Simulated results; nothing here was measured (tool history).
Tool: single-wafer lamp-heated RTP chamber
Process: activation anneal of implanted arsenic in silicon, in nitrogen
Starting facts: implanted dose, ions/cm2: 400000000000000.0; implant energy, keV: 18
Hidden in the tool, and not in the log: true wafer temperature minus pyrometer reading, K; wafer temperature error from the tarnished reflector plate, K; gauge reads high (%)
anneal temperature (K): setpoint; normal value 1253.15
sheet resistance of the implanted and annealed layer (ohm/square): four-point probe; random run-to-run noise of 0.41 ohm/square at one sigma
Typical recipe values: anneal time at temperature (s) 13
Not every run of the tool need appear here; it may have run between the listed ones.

run,hour,anneal temperature (K),anneal time at temperature (s),wafers since the last listed run,wafers since the last pyrometer calibration,wafers since the reflector plate was cleaned,hours since the gauge calibration,"read-back reference wafer on the same gauge, sheet resistance",sheet resistance of the implanted and annealed layer (ohm/square)
1,0.0,1253.15,13,0,3456,3464,1053.2,247.06,271.39
# hour 9.2: reflector plate cleaned
# hour 60.4: pyrometer window cleaned and pyrometer calibrated
2,64.6,1253.15,13,522,45,509,1117.8,247.27,271.54
3,112.6,1253.15,13,516,561,1025,1165.8,247.38,270.79
4,153.0,1253.15,13,434,996,1459,1206.2,247.51,271.87
5,183.8,1253.15,13,331,1327,1790,1237.0,247.64,272.07
6,222.2,1253.15,13,412,1739,2203,1275.4,247.69,272.49
7,291.1,1253.15,13,740,2480,2944,1344.3,247.89,271.78
# hour 317.1: reflector plate cleaned
8,339.8,1253.15,13,437,2918,244,1393.0,248.08,272.53
9,411.6,1253.15,13,771,3690,1016,1464.8,248.25,272.87
# hour 436.6: pyrometer window cleaned and pyrometer calibrated
10,438.3,1253.15,13,201,18,1217,1491.5,248.28,272.45
# hour 592.0: gauge calibrated
11,594.3,1253.15,13,1677,1695,2894,2.3,245.63,269.49
# hour 628.0: reflector plate cleaned
12,628.5,1253.15,13,281,1977,5,36.5,245.68,269.14
13,684.3,1253.15,13,599,2577,605,92.3,245.59,269.18
14,744.5,1253.15,10,647,3224,1252,152.5,245.64,270.32
15,789.0,1253.15,10,478,3702,1730,197.0,245.66,270.70
16,859.5,1273.15,9,757,4460,2488,267.5,245.76,269.11
# hour 874.5: pyrometer window cleaned and pyrometer calibrated
17,891.8,1276.15,13,261,185,2749,299.8,245.63,267.95
18,917.6,1263.15,8,277,463,3027,325.6,245.74,270.90
19,948.4,1238.15,10,331,794,3358,356.4,245.84,271.38
20,990.4,1241.15,13,451,1245,3809,398.4,245.66,270.34
# hour 1035.9: reflector plate cleaned
21,1036.4,1253.15,13,408,1654,5,444.4,245.78,269.92
22,1085.8,1253.15,13,531,2185,536,493.8,245.91,269.68
23,1131.5,1265.15,13,491,2676,1027,539.5,245.94,269.05
24,1196.2,1230.15,8,695,3372,1723,604.2,245.99,273.89
25,1249.5,1265.15,17,572,3945,2296,657.5,246.03,268.06
26,1295.6,1267.15,20,495,4440,2792,703.6,246.13,267.37
27,1338.2,1280.15,20,457,4898,3250,746.2,246.25,265.16
# hour 1366.9: pyrometer window cleaned and pyrometer calibrated
28,1381.6,1253.15,13,380,157,3630,789.6,246.20,270.28
# hour 1401.6: reflector plate cleaned
29,1422.9,1253.15,17,357,515,228,830.9,246.31,269.04
30,1459.4,1239.15,9,392,908,621,867.4,246.32,273.21
31,1513.0,1230.15,16,576,1484,1197,921.0,246.33,271.27
32,1552.6,1253.15,19,425,1909,1623,960.6,246.48,269.38
33,1619.4,1253.15,16,718,2628,2341,1027.4,246.57,270.39
34,1664.7,1244.15,16,486,3115,2828,1072.7,246.80,270.19
# hour 1705.5: reflector plate cleaned
35,1706.0,1253.15,13,357,3473,5,1114.0,246.79,270.75
36,1736.1,1253.15,13,323,3796,328,1144.1,247.02,271.59

Here are 4 independent what-if runs from the current tool condition. What would each one return?
A,1736.5,1253.15,13,4,3800,332,1144.5,?,?
B,1736.5,1271.15,9,4,3800,332,1144.5,?,?
C,1736.5,1234.15,19,4,3800,332,1144.5,?,?
D,1736.5,1235.15,6,4,3800,332,1144.5,?,?

run,"read-back reference wafer on the same gauge, sheet resistance",sheet resistance of the implanted and annealed layer (ohm/square)
A,246.91,270.70
B,246.91,271.10
C,246.91,270.52
D,246.91,275.41
Had the tool no hidden state, the same runs would have come out as:
run,sheet resistance of the implanted and annealed layer (ohm/square)
A,269.73
B,270.13
C,269.54
D,274.41
